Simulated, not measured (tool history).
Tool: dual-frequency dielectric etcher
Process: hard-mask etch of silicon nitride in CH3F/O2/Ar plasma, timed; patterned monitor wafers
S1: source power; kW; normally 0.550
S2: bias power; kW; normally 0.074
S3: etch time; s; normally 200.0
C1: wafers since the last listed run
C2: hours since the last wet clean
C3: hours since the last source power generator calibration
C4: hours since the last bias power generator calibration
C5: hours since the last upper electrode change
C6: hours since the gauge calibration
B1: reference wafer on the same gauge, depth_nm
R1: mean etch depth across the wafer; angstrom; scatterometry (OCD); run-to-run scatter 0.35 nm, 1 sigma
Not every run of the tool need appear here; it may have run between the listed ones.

run 1 hour=0.0 | S1=0.550 S2=0.074 S3=167.0 | C1=0 C2=774.8 C3=109.7 C4=203.1 C5=3762.1 C6=2494.5 | B1=124.9 | R1=1246
-- hour=27.3 wet clean of the chamber
run 2 hour=80.4 | S1=0.550 S2=0.074 S3=200.0 | C1=273 C2=53.1 C3=190.1 C4=283.5 C5=3842.5 C6=2574.9 | B1=125.0 | R1=1491
run 3 hour=174.2 | S1=0.550 S2=0.074 S3=200.0 | C1=454 C2=146.9 C3=283.9 C4=377.3 C5=3936.3 C6=2668.7 | B1=125.0 | R1=1492
run 4 hour=219.6 | S1=0.550 S2=0.074 S3=200.0 | C1=220 C2=192.3 C3=329.3 C4=422.7 C5=3981.7 C6=2714.1 | B1=125.0 | R1=1484
run 5 hour=305.9 | S1=0.550 S2=0.074 S3=200.0 | C1=418 C2=278.6 C3=415.6 C4=509.0 C5=4068.0 C6=2800.4 | B1=125.0 | R1=1492
run 6 hour=361.5 | S1=0.510 S2=0.074 S3=158.0 | C1=269 C2=334.2 C3=471.2 C4=564.6 C5=4123.6 C6=2856.0 | B1=125.0 | R1=1145
run 7 hour=413.1 | S1=0.550 S2=0.074 S3=200.0 | C1=250 C2=385.8 C3=522.8 C4=616.2 C5=4175.2 C6=2907.6 | B1=125.0 | R1=1495
run 8 hour=449.5 | S1=0.470 S2=0.067 S3=249.5 | C1=176 C2=422.2 C3=559.2 C4=652.6 C5=4211.6 C6=2944.0 | B1=125.0 | R1=1690
-- hour=625.2 gauge calibrated
-- hour=666.2 wet clean of the chamber
run 9 hour=764.9 | S1=0.550 S2=0.091 S3=153.0 | C1=1413 C2=98.7 C3=874.6 C4=968.0 C5=4527.0 C6=139.7 | B1=125.0 | R1=1234
run 10 hour=839.7 | S1=0.460 S2=0.092 S3=200.0 | C1=362 C2=173.5 C3=949.4 C4=1042.8 C5=4601.8 C6=214.5 | B1=125.0 | R1=1512
run 11 hour=943.1 | S1=0.550 S2=0.074 S3=200.0 | C1=501 C2=276.9 C3=1052.8 C4=1146.2 C5=4705.2 C6=317.9 | B1=125.0 | R1=1485
run 12 hour=1030.8 | S1=0.680 S2=0.079 S3=200.0 | C1=425 C2=364.6 C3=1140.5 C4=1233.9 C5=4792.9 C6=405.6 | B1=125.0 | R1=1661
run 13 hour=1133.9 | S1=0.500 S2=0.074 S3=200.0 | C1=500 C2=467.7 C3=1243.6 C4=1337.0 C5=4896.0 C6=508.7 | B1=125.0 | R1=1432
run 14 hour=1230.7 | S1=0.460 S2=0.092 S3=200.0 | C1=469 C2=564.5 C3=1340.4 C4=1433.8 C5=4992.8 C6=605.5 | B1=125.1 | R1=1508
run 15 hour=1298.6 | S1=0.420 S2=0.086 S3=163.5 | C1=329 C2=632.4 C3=1408.3 C4=1501.7 C5=5060.7 C6=673.4 | B1=125.0 | R1=1164
-- hour=1356.5 upper electrode replaced
run 16 hour=1375.0 | S1=0.500 S2=0.074 S3=162.0 | C1=254 C2=708.8 C3=1484.7 C4=1578.1 C5=18.5 C6=749.8 | B1=125.0 | R1=1163
-- hour=1433.1 wet clean of the chamber
run 17 hour=1454.7 | S1=0.680 S2=0.079 S3=200.0 | C1=270 C2=21.6 C3=1564.4 C4=1657.8 C5=98.2 C6=829.5 | B1=125.1 | R1=1665
run 18 hour=1492.0 | S1=0.500 S2=0.056 S3=200.0 | C1=180 C2=58.9 C3=1601.7 C4=1695.1 C5=135.5 C6=866.8 | B1=125.0 | R1=1302
run 19 hour=1539.6 | S1=0.550 S2=0.074 S3=242.5 | C1=230 C2=106.5 C3=1649.3 C4=1742.7 C5=183.1 C6=914.4 | B1=124.9 | R1=1809
run 20 hour=1624.5 | S1=0.550 S2=0.059 S3=200.0 | C1=411 C2=191.4 C3=1734.2 C4=1827.6 C5=268.0 C6=999.3 | B1=125.0 | R1=1371
run 21 hour=1731.4 | S1=0.470 S2=0.090 S3=255.0 | C1=518 C2=298.3 C3=1841.1 C4=1934.5 C5=374.9 C6=1106.2 | B1=125.0 | R1=1929
run 22 hour=1797.5 | S1=0.550 S2=0.074 S3=200.0 | C1=320 C2=364.4 C3=1907.2 C4=2000.6 C5=441.0 C6=1172.3 | B1=125.1 | R1=1494
run 23 hour=1864.4 | S1=0.420 S2=0.067 S3=241.5 | C1=324 C2=431.3 C3=1974.1 C4=2067.5 C5=507.9 C6=1239.2 | B1=125.0 | R1=1559
run 24 hour=1941.9 | S1=0.550 S2=0.074 S3=162.5 | C1=375 C2=508.8 C3=2051.6 C4=2145.0 C5=585.4 C6=1316.7 | B1=125.0 | R1=1215
run 25 hour=2023.0 | S1=0.550 S2=0.074 S3=200.0 | C1=393 C2=589.9 C3=2132.7 C4=2226.1 C5=666.5 C6=1397.8 | B1=125.0 | R1=1493
-- hour=2051.6 wet clean of the chamber
run 26 hour=2094.9 | S1=0.550 S2=0.084 S3=200.0 | C1=232 C2=43.3 C3=2204.6 C4=2298.0 C5=738.4 C6=1469.7 | B1=125.0 | R1=1563
run 27 hour=2163.4 | S1=0.660 S2=0.085 S3=254.0 | C1=332 C2=111.8 C3=2273.1 C4=2366.5 C5=806.9 C6=1538.2 | B1=125.0 | R1=2152
run 28 hour=2209.2 | S1=0.550 S2=0.074 S3=200.0 | C1=222 C2=157.6 C3=2318.9 C4=2412.3 C5=852.7 C6=1584.0 | B1=125.0 | R1=1488
run 29 hour=2276.0 | S1=0.500 S2=0.060 S3=180.0 | C1=324 C2=224.4 C3=2385.7 C4=2479.1 C5=919.5 C6=1650.8 | B1=125.0 | R1=1193

How the hidden state differs across the entries between the runs, from the last listed run before each to the first after it:
In the gap between runs 1 and 2: wet clean of the chamber (hour 27.3)
  the hidden state is the same at both runs
In the gap between runs 8 and 9: gauge calibrated (hour 625.2); wet clean of the chamber (hour 666.2)
  the hidden state is the same at both runs
In the gap between runs 15 and 16: upper electrode replaced (hour 1356.5)
  the hidden state is the same at both runs
In the gap between runs 16 and 17: wet clean of the chamber (hour 1433.1)
  the hidden state is the same at both runs
In the gap between runs 25 and 26: wet clean of the chamber (hour 2051.6)
  the hidden state is the same at both runs
